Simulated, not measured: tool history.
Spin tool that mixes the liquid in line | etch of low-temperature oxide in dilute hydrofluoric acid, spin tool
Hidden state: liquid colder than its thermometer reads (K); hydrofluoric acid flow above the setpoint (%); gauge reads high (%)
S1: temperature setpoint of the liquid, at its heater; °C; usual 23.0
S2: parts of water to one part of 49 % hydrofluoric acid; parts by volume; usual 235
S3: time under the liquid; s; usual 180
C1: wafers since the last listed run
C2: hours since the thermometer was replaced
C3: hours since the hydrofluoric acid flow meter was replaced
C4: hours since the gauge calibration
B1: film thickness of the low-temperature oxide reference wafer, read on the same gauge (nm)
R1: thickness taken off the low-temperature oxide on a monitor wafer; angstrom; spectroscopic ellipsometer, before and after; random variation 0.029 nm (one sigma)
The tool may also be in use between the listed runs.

| run | day | S1 | S2 | S3 | C1 | C2 | C3 | C4 | B1 | R1 |
|---|---|---|---|---|---|---|---|---|---|---|
| 1 | 0.000 | 23.0 | 235 | 250 | 0 | 358.6 | 787.4 | 1236.8 | 90.00 | 101.2 |
| 2 | 3.683 | 23.0 | 235 | 250 | 354 | 447.0 | 875.8 | 1325.2 | 89.98 | 101.1 |
| 3 | 6.375 | 23.0 | 235 | 180 | 258 | 511.6 | 940.4 | 1389.8 | 90.00 | 72.4 |
| 4 | 10.704 | 23.0 | 235 | 180 | 416 | 615.5 | 1044.3 | 1493.7 | 90.02 | 72.2 |
|  | 11.412 | hydrofluoric acid flow meter replaced |
| 5 | 14.708 | 23.0 | 235 | 180 | 380 | 711.6 | 79.1 | 1589.8 | 90.00 | 72.0 |
| 6 | 17.462 | 23.0 | 235 | 180 | 264 | 777.7 | 145.2 | 1655.9 | 89.99 | 71.7 |
| 7 | 20.996 | 21.5 | 235 | 180 | 339 | 862.5 | 230.0 | 1740.7 | 90.02 | 68.3 |
| 8 | 23.812 | 21.5 | 235 | 180 | 270 | 930.1 | 297.6 | 1808.3 | 89.96 | 68.2 |
| 9 | 26.683 | 23.0 | 235 | 240 | 275 | 999.0 | 366.5 | 1877.2 | 90.00 | 95.2 |
|  | 30.583 | gauge calibrated |
| 10 | 30.804 | 20.5 | 235 | 180 | 396 | 1097.9 | 465.4 | 5.3 | 90.01 | 65.0 |
| 11 | 33.600 | 20.5 | 235 | 180 | 268 | 1165.0 | 532.5 | 72.4 | 90.00 | 65.0 |
| 12 | 37.138 | 20.5 | 235 | 180 | 340 | 1249.9 | 617.4 | 157.3 | 90.00 | 64.8 |
|  | 39.104 | thermometer replaced |
| 13 | 40.604 | 23.0 | 235 | 70 | 329 | 36.0 | 700.6 | 240.5 | 90.00 | 28.6 |
| 14 | 42.417 | 20.5 | 235 | 260 | 174 | 79.5 | 744.1 | 284.0 | 90.01 | 96.7 |
| 15 | 45.450 | 23.0 | 330 | 100 | 291 | 152.3 | 816.9 | 356.8 | 89.99 | 26.5 |
| 16 | 47.508 | 23.0 | 235 | 180 | 197 | 201.7 | 866.3 | 406.2 | 90.02 | 73.3 |
| 17 | 49.771 | 27.5 | 295 | 110 | 217 | 256.0 | 920.6 | 460.5 | 90.00 | 39.2 |
| 18 | 53.396 | 20.0 | 140 | 100 | 348 | 343.0 | 1007.6 | 547.5 | 89.98 | 66.9 |
| 19 | 56.762 | 21.5 | 235 | 285 | 323 | 423.8 | 1088.4 | 628.3 | 90.01 | 108.9 |
|  | 60.275 | hydrofluoric acid flow meter replaced |
| 20 | 60.412 | 23.0 | 235 | 180 | 346 | 511.4 | 3.3 | 715.9 | 89.99 | 73.1 |
| 21 | 62.358 | 26.0 | 235 | 235 | 187 | 558.1 | 50.0 | 762.6 | 89.98 | 105.8 |
| 22 | 65.038 | 18.5 | 235 | 180 | 257 | 622.4 | 114.3 | 826.9 | 90.04 | 60.9 |
| 23 | 76.654 | 23.0 | 235 | 70 | 1116 | 901.2 | 393.1 | 1105.7 | 90.01 | 28.0 |
| 24 | 78.821 | 28.0 | 170 | 125 | 208 | 953.2 | 445.1 | 1157.7 | 90.01 | 88.8 |
| 25 | 81.150 | 23.0 | 345 | 180 | 223 | 1009.1 | 501.0 | 1213.6 | 90.03 | 44.0 |

What the log doesn't show, run by run:
hydrofluoric acid flow above the setpoint (%): 0 in every run
gauge reads high (%): 0 in every run
H1: liquid colder than its thermometer reads (K)
| run | H1 |
|---|---|
| 1 | 0.336 |
| 2 | 0.408 |
| 3 | 0.46 |
| 4 | 0.544 |
| 5 | 0.622 |
| 6 | 0.675 |
| 7 | 0.744 |
| 8 | 0.799 |
| 9 | 0.854 |
| 10 | 0.934 |
| 11 | 0.989 |
| 12 | 1.06 |
| 13 | 0.0662 |
| 14 | 0.101 |
| 15 | 0.16 |
| 16 | 0.2 |
| 17 | 0.244 |
| 18 | 0.315 |
| 19 | 0.38 |
| 20 | 0.451 |
| 21 | 0.489 |
| 22 | 0.541 |
| 23 | 0.766 |
| 24 | 0.809 |
| 25 | 0.854 |
